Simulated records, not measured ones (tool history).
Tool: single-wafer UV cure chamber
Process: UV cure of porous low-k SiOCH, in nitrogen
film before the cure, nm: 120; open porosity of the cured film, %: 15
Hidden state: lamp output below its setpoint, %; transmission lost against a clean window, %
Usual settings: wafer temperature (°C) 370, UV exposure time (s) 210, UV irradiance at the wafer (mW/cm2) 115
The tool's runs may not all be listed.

run    hour  wafer temperature (°C)  UV exposure time (s)  UV irradiance at the wafer (mW/cm2)  wafers since the last listed run  hours since the UV bulbs were replaced  wafers since the quartz window was cleaned  loss of film thickness in the cure (%)
  1     0.0                     375                   210                                   93                                 0                                  1175.4                                        4696                                   9.171
       15.7  -- quartz window cleaned
  2    78.5                     375                   210                                   93                               777                                  1253.9                                         692                                   9.350
  3   160.2                     370                   210                                  115                               900                                  1335.6                                        1593                                  10.218
      368.5  -- quartz window cleaned
  4   390.5                     370                   210                                  115                              2450                                  1565.9                                         243                                  10.128
  5   479.8                     370                   210                                  137                               984                                  1655.2                                        1227                                  10.696
  6   540.5                     370                   210                                  137                               669                                  1715.9                                        1896                                  10.654
  7   578.9                     370                   210                                  137                               423                                  1754.3                                        2319                                  10.675
  8   628.6                     370                   210                                  129                               547                                  1804.0                                        2867                                  10.442
  9   679.0                     351                   210                                  139                               555                                  1854.4                                        3422                                  10.719
      710.2  -- quartz window cleaned
      757.9  -- UV bulbs replaced
 10   761.5                     370                   290                                  127                               732                                     3.6                                         477                                  11.819
 11   798.5                     370                   210                                  129                               407                                    40.6                                         885                                  10.596
 12   906.5                     379                   275                                  125                              1190                                   148.6                                        2075                                  11.617
 13   968.1                     370                   210                                  115                               678                                   210.2                                        2754                                  10.073
 14  1055.4                     379                   210                                   88                               962                                   297.5                                        3716                                   9.087
 15  1100.5                     370                   210                                  141                               497                                   342.6                                        4213                                  10.949
     1132.2  -- quartz window cleaned
 16  1141.6                     388                   210                                  144                               364                                   383.7                                         103                                  11.214
 17  1188.0                     370                   210                                  115                               511                                   430.1                                         614                                  10.013

4 ways to go on from here, each from the tool as it stands after run 17. What would each give?
  A  1188.5                     370                   210                                  115                                 5                                   430.6                                         620                                       ?
  B  1188.5                     370                   315                                  115                                 5                                   430.6                                         620                                       ?
  C  1188.5                     370                   130                                  137                                 5                                   430.6                                         620                                       ?
  D  1188.5                     370                   150                                   94                                 5                                   430.6                                         620                                       ?

run  loss of film thickness in the cure (%)
  A                                  10.224
  B                                  11.877
  C                                   9.030
  D                                   8.148
Without the tool's hidden state the same runs would have given:
run  loss of film thickness in the cure (%)
  A                                  10.224
  B                                  11.877
  C                                   9.030
  D                                   8.148

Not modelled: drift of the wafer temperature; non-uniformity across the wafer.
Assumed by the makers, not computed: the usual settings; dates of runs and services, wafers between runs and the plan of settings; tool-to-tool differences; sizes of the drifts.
